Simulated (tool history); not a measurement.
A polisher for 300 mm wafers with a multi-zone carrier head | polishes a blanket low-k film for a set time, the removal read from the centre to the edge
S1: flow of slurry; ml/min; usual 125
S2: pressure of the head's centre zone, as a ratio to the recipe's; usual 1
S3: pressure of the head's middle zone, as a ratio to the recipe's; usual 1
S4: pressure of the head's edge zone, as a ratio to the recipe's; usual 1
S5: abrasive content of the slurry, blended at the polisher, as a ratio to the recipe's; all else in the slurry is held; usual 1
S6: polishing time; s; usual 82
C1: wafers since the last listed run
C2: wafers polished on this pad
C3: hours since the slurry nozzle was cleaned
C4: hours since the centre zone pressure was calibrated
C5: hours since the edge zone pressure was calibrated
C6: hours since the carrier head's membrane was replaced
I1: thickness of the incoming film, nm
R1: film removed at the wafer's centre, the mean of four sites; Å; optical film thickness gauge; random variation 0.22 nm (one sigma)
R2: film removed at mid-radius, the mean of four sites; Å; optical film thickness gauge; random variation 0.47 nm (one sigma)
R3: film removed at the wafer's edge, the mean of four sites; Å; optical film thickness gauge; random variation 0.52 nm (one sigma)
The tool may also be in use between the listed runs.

run 1 hour=0 | S1=125 S2=1 S3=1 S4=1 S5=1.15 S6=82 | C1=0 C2=444 C3=294.4 C4=967 C5=929.9 C6=957.5 | I1=513.9 | R1=341 R2=378 R3=383
run 2 hour=13.7 | S1=125 S2=1 S3=1 S4=1 S5=1.15 S6=82 | C1=91 C2=535 C3=308.1 C4=980.7 C5=943.6 C6=971.2 | I1=509 | R1=334 R2=378 R3=381
-- hour=21.3 worn pad replaced by a new one
run 3 hour=21.8 | S1=125 S2=1 S3=1 S4=1 S5=1 S6=82 | C1=27 C2=3 C3=316.2 C4=988.8 C5=951.7 C6=979.3 | I1=514.7 | R1=313 R2=352 R3=355
run 4 hour=28.1 | S1=125 S2=1 S3=1 S4=1 S5=1 S6=82 | C1=42 C2=45 C3=322.5 C4=995.1 C5=958 C6=985.6 | I1=507.8 | R1=311 R2=355 R3=358
-- hour=34.8 slurry nozzle cleaned
-- hour=38 centre zone pressure recalibrated
-- hour=39.9 edge zone pressure recalibrated
run 5 hour=40.4 | S1=125 S2=1 S3=1 S4=1 S5=1 S6=82 | C1=49 C2=95 C3=5.6 C4=2.4 C5=0.5 C6=997.9 | I1=506.3 | R1=347 R2=344 R3=349
run 6 hour=53 | S1=125 S2=1 S3=1 S4=1 S5=1 S6=82 | C1=84 C2=179 C3=18.2 C4=15 C5=13.1 C6=1010.5 | I1=506.9 | R1=345 R2=356 R3=360
run 7 hour=70.8 | S1=125 S2=1 S3=1 S4=1 S5=1 S6=82 | C1=119 C2=299 C3=36 C4=32.8 C5=30.9 C6=1028.3 | I1=500.8 | R1=343 R2=361 R3=358
run 8 hour=85.9 | S1=160 S2=1 S3=1 S4=0.88 S5=1 S6=82 | C1=101 C2=400 C3=51.1 C4=47.9 C5=46 C6=1043.4 | I1=508.4 | R1=356 R2=365 R3=340
run 9 hour=98.1 | S1=125 S2=1 S3=1 S4=1 S5=1 S6=82 | C1=81 C2=482 C3=63.3 C4=60.1 C5=58.2 C6=1055.6 | I1=507 | R1=338 R2=356 R3=357
-- hour=103.8 worn pad replaced by a new one
run 10 hour=113.6 | S1=150 S2=1.1 S3=1 S4=1 S5=1 S6=60 | C1=77 C2=65 C3=78.8 C4=75.6 C5=73.7 C6=1071.1 | I1=510 | R1=277 R2=266 R3=267
run 11 hour=133.3 | S1=125 S2=1 S3=0.92 S4=1 S5=1 S6=55 | C1=132 C2=197 C3=98.5 C4=95.3 C5=93.4 C6=1090.8 | I1=517.8 | R1=224 R2=216 R3=239
run 12 hour=147.7 | S1=125 S2=1 S3=1 S4=1 S5=1 S6=82 | C1=96 C2=294 C3=112.9 C4=109.7 C5=107.8 C6=1105.2 | I1=499.2 | R1=335 R2=350 R3=344
run 13 hour=159.2 | S1=160 S2=1.08 S3=1.1 S4=1 S5=1 S6=64 | C1=77 C2=371 C3=124.4 C4=121.2 C5=119.3 C6=1116.7 | I1=500.6 | R1=295 R2=318 R3=286
run 14 hour=172.7 | S1=145 S2=1.12 S3=1 S4=1 S5=0.9 S6=93 | C1=90 C2=461 C3=137.9 C4=134.7 C5=132.8 C6=1130.2 | I1=520.2 | R1=407 R2=396 R3=382
-- hour=182 worn pad replaced by a new one
run 15 hour=189.5 | S1=125 S2=1 S3=1 S4=1 S5=1 S6=109 | C1=85 C2=50 C3=154.7 C4=151.5 C5=149.6 C6=1147 | I1=514.1 | R1=438 R2=468 R3=464
run 16 hour=200.6 | S1=85 S2=1 S3=0.89 S4=1.08 S5=1 S6=101 | C1=74 C2=124 C3=165.8 C4=162.6 C5=160.7 C6=1158.1 | I1=511.4 | R1=370 R2=356 R3=423
-- hour=216.1 carrier head's membrane replaced by a new one
run 17 hour=218.5 | S1=125 S2=1.09 S3=1 S4=1 S5=0.75 S6=82 | C1=86 C2=211 C3=183.7 C4=180.5 C5=178.6 C6=2.4 | I1=517.3 | R1=294 R2=292 R3=295
run 18 hour=229.2 | S1=140 S2=1 S3=1 S4=1 S5=1 S6=82 | C1=71 C2=282 C3=194.4 C4=191.2 C5=189.3 C6=13.1 | I1=507.4 | R1=339 R2=359 R3=371
run 19 hour=244.9 | S1=125 S2=1 S3=1 S4=1 S5=0.7 S6=82 | C1=105 C2=388 C3=210.1 C4=206.9 C5=205 C6=28.8 | I1=515.1 | R1=260 R2=277 R3=283
-- hour=264.7 worn pad replaced by a new one
run 20 hour=278.8 | S1=125 S2=1 S3=1 S4=1 S5=1.15 S6=57 | C1=200 C2=94 C3=244 C4=240.8 C5=238.9 C6=62.7 | I1=513.9 | R1=244 R2=264 R3=265
run 21 hour=293.5 | S1=125 S2=1 S3=1 S4=1 S5=1 S6=82 | C1=98 C2=193 C3=258.7 C4=255.5 C5=253.6 C6=77.4 | I1=519.2 | R1=323 R2=353 R3=360

Hidden state or all else? Some run-to-run changes of R1, split into what the settings, what came in and random variation would give without the hidden state, and what is left for the hidden state (with any gauge scatter that isn't in both results):
The hidden state here: removal rate lost through wear of the pad, %; slurry flow missing at the pad, %; deviation of the centre zone's pressure from its setpoint, %; deviation of the edge zone's pressure from its setpoint, %.
Run 4 -> 5: slurry nozzle cleaned, centre zone pressure recalibrated, edge zone pressure recalibrated. R1 +36 Å: hidden state +31, all else +5.
Run 11 -> 12: S3 0.92 -> 1, S6 55 -> 82. R1 +111 Å: hidden state -7, all else +118.
Run 13 -> 14: S1 160 -> 145, S2 1.08 -> 1.12, S3 1.1 -> 1, S5 1 -> 0.9, S6 64 -> 93. R1 +112 Å: hidden state -7, all else +119.
